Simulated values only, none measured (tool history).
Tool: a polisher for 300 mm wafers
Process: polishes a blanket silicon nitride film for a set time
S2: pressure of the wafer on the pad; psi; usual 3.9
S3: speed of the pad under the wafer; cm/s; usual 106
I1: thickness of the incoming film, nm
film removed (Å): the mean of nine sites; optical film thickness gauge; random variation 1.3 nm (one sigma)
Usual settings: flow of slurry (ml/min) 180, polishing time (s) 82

{"run": 1, "hour": 0.0, "flow of slurry (ml/min)": 205, "S2": 3.9, "S3": 94, "polishing time (s)": 82, "I1": 928, "film removed (Å)": 1384}
{"run": 2, "hour": 49.0, "flow of slurry (ml/min)": 180, "S2": 3.9, "S3": 106, "polishing time (s)": 82, "I1": 932, "film removed (Å)": 1486}
{"run": 3, "hour": 93.5, "flow of slurry (ml/min)": 180, "S2": 3.9, "S3": 106, "polishing time (s)": 82, "I1": 944.9, "film removed (Å)": 1434}
{"run": 4, "hour": 117.9, "flow of slurry (ml/min)": 180, "S2": 3.9, "S3": 106, "polishing time (s)": 82, "I1": 930.2, "film removed (Å)": 1454}
{"hour": 125.0, "done": "worn pad replaced by a new one"}
{"run": 5, "hour": 173.2, "flow of slurry (ml/min)": 180, "S2": 3.9, "S3": 106, "polishing time (s)": 82, "I1": 940.8, "film removed (Å)": 1507}
{"run": 6, "hour": 228.0, "flow of slurry (ml/min)": 180, "S2": 3, "S3": 106, "polishing time (s)": 82, "I1": 950.9, "film removed (Å)": 1103}
{"run": 7, "hour": 265.4, "flow of slurry (ml/min)": 180, "S2": 3, "S3": 106, "polishing time (s)": 82, "I1": 936.4, "film removed (Å)": 1110}
{"hour": 295.9, "done": "worn pad replaced by a new one, of another model than before"}
{"run": 8, "hour": 296.4, "flow of slurry (ml/min)": 180, "S2": 3, "S3": 106, "polishing time (s)": 82, "I1": 926.4, "film removed (Å)": 1327}
{"run": 9, "hour": 327.4, "flow of slurry (ml/min)": 180, "S2": 3.9, "S3": 106, "polishing time (s)": 82, "I1": 932.3, "film removed (Å)": 1517}
{"hour": 330.4, "done": "slurry nozzle cleaned"}
{"run": 10, "hour": 356.3, "flow of slurry (ml/min)": 120, "S2": 3.9, "S3": 120, "polishing time (s)": 92, "I1": 944.7, "film removed (Å)": 1705}
{"run": 11, "hour": 391.2, "flow of slurry (ml/min)": 205, "S2": 4.6, "S3": 120, "polishing time (s)": 105, "I1": 949.7, "film removed (Å)": 2273}
{"run": 12, "hour": 428.2, "flow of slurry (ml/min)": 180, "S2": 4.8, "S3": 142, "polishing time (s)": 82, "I1": 951.8, "film removed (Å)": 1895}
{"hour": 440.8, "done": "worn pad replaced by a new one"}
{"hour": 471.9, "done": "head pressure recalibrated"}
{"run": 13, "hour": 472.4, "flow of slurry (ml/min)": 150, "S2": 3.9, "S3": 86, "polishing time (s)": 82, "I1": 949, "film removed (Å)": 1307}
{"run": 14, "hour": 512.0, "flow of slurry (ml/min)": 180, "S2": 3.9, "S3": 106, "polishing time (s)": 82, "I1": 951.1, "film removed (Å)": 1473}
{"run": 15, "hour": 559.7, "flow of slurry (ml/min)": 180, "S2": 3.9, "S3": 106, "polishing time (s)": 82, "I1": 946.5, "film removed (Å)": 1430}
{"hour": 577.7, "done": "worn pad replaced by a new one"}
{"run": 16, "hour": 624.9, "flow of slurry (ml/min)": 215, "S2": 3.9, "S3": 96, "polishing time (s)": 82, "I1": 928.7, "film removed (Å)": 1419}
{"run": 17, "hour": 664.2, "flow of slurry (ml/min)": 180, "S2": 3, "S3": 142, "polishing time (s)": 82, "I1": 939.1, "film removed (Å)": 1506}
{"run": 18, "hour": 722.8, "flow of slurry (ml/min)": 180, "S2": 3.9, "S3": 106, "polishing time (s)": 82, "I1": 921, "film removed (Å)": 1413}

The next listed run, before its measurement:
{"hour": 735.4, "done": "worn pad replaced by a new one"}
{"run": 19, "hour": 761.8, "flow of slurry (ml/min)": 180, "S2": 3.9, "S3": 106, "polishing time (s)": 100, "I1": 953.1, "film removed (Å)": "?"}

{"run 19": {"film removed (Å)": 1840}}
Without the tool's hidden state the same run would have given film removed (Å) 1864.

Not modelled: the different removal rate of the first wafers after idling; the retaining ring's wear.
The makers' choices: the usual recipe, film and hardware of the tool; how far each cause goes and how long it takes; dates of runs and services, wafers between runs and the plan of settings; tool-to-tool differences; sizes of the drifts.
